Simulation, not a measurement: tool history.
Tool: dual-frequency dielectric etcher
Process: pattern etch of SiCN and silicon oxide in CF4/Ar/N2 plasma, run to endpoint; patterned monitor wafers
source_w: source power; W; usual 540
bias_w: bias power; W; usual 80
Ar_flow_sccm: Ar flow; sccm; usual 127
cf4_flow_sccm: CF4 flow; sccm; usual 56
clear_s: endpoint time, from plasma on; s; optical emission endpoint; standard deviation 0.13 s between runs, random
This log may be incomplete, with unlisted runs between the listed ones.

| run | hour | source_w | bias_w | Ar_flow_sccm | cf4_flow_sccm | wafers since the last listed run | hours since the last wet clean | hours since the last source power generator calibration | hours since the last bias power generator calibration | hours since the last Ar flow controller change | hours since the last CF4 flow controller change | hours since the last upper electrode change | incoming incoming film thickness, nm | clear_s |
|---|---|---|---|---|---|---|---|---|---|---|---|---|---|---|
| 1 | 0 | 540 | 80 | 127 | 56 | 0 | 265.8 | 3949.3 | 2098.8 | 1853.2 | 2389.6 | 4096.6 | 15.29 | 16.2 |
| 2 | 15.6 | 540 | 80 | 127 | 56 | 275 | 281.4 | 3964.9 | 2114.4 | 1868.8 | 2405.2 | 4112.2 | 15.31 | 16.6 |
| 3 | 48.4 | 540 | 80 | 127 | 56 | 579 | 314.2 | 3997.7 | 2147.2 | 1901.6 | 2438 | 4145 | 15.31 | 16.4 |
| 4 | 66.4 | 540 | 80 | 127 | 56 | 318 | 332.2 | 4015.7 | 2165.2 | 1919.6 | 2456 | 4163 | 15.31 | 16.7 |
| 5 | 100 | 540 | 80 | 127 | 56 | 593 | 365.8 | 4049.3 | 2198.8 | 1953.2 | 2489.6 | 4196.6 | 15.22 | 16.5 |
| 6 | 134.4 | 540 | 80 | 127 | 56 | 608 | 400.2 | 4083.7 | 2233.2 | 1987.6 | 2524 | 4231 | 15.26 | 16.6 |
| 7 | 168.4 | 540 | 80 | 127 | 46 | 601 | 434.2 | 4117.7 | 2267.2 | 2021.6 | 2558 | 4265 | 15.45 | 17.3 |
| 8 | 201.5 | 540 | 80 | 127 | 46 | 585 | 467.3 | 4150.8 | 2300.3 | 2054.7 | 2591.1 | 4298.1 | 15.32 | 17 |
|  | 254.2 | upper electrode replaced |
| 9 | 254.7 | 540 | 80 | 127 | 56 | 516 | 520.5 | 4204 | 2353.5 | 2107.9 | 2644.3 | 0.5 | 15.27 | 16.6 |
|  | 263.8 | CF4 flow controller replaced |
|  | 267.5 | Ar flow controller replaced |
| 10 | 268 | 540 | 80 | 127 | 56 | 62 | 533.8 | 4217.3 | 2366.8 | 0.5 | 4.2 | 13.8 | 15.41 | 16.7 |
|  | 319.3 | source power generator calibrated |
| 11 | 339.2 | 540 | 80 | 127 | 56 | 1187 | 605 | 19.9 | 2438 | 71.7 | 75.4 | 85 | 15.24 | 16.3 |
| 12 | 357.5 | 460 | 80 | 127 | 56 | 323 | 623.3 | 38.2 | 2456.3 | 90 | 93.7 | 103.3 | 15.34 | 19.1 |
|  | 386.1 | bias power generator calibrated |
|  | 388.9 | wet clean of the chamber |
| 13 | 389.4 | 540 | 80 | 127 | 56 | 443 | 0.5 | 70.1 | 3.3 | 121.9 | 125.6 | 135.2 | 15.5 | 16.7 |
| 14 | 391.6 | 540 | 95 | 127 | 63 | 38 | 2.7 | 72.3 | 5.5 | 124.1 | 127.8 | 137.4 | 15.39 | 15.4 |
| 15 | 414 | 540 | 94 | 127 | 56 | 395 | 25.1 | 94.7 | 27.9 | 146.5 | 150.2 | 159.8 | 15.25 | 15.6 |
| 16 | 442.5 | 590 | 80 | 127 | 48 | 503 | 53.6 | 123.2 | 56.4 | 175 | 178.7 | 188.3 | 15.41 | 15.8 |
| 17 | 457.1 | 630 | 80 | 146 | 56 | 258 | 68.2 | 137.8 | 71 | 189.6 | 193.3 | 202.9 | 15.22 | 14.8 |
| 18 | 475 | 400 | 80 | 127 | 46 | 316 | 86.1 | 155.7 | 88.9 | 207.5 | 211.2 | 220.8 | 15.36 | 22.4 |
| 19 | 492.9 | 540 | 80 | 127 | 56 | 316 | 104 | 173.6 | 106.8 | 225.4 | 229.1 | 238.7 | 15.36 | 16.6 |
| 20 | 506.1 | 540 | 80 | 127 | 56 | 233 | 117.2 | 186.8 | 120 | 238.6 | 242.3 | 251.9 | 15.24 | 16.5 |
| 21 | 523.5 | 540 | 88 | 152 | 56 | 307 | 134.6 | 204.2 | 137.4 | 256 | 259.7 | 269.3 | 15.24 | 16.5 |

Give the tool's hidden conditions for every run:
etch rate over this chamber's usual, %: 0 in every run
source power that arrives over what is set, %: 0 in every run
bias power that arrives over what is set, %: 0 in every run
Ar flow that arrives over what is set, %: 0 in every run
CF4 flow that arrives over what is set, %: 0 in every run

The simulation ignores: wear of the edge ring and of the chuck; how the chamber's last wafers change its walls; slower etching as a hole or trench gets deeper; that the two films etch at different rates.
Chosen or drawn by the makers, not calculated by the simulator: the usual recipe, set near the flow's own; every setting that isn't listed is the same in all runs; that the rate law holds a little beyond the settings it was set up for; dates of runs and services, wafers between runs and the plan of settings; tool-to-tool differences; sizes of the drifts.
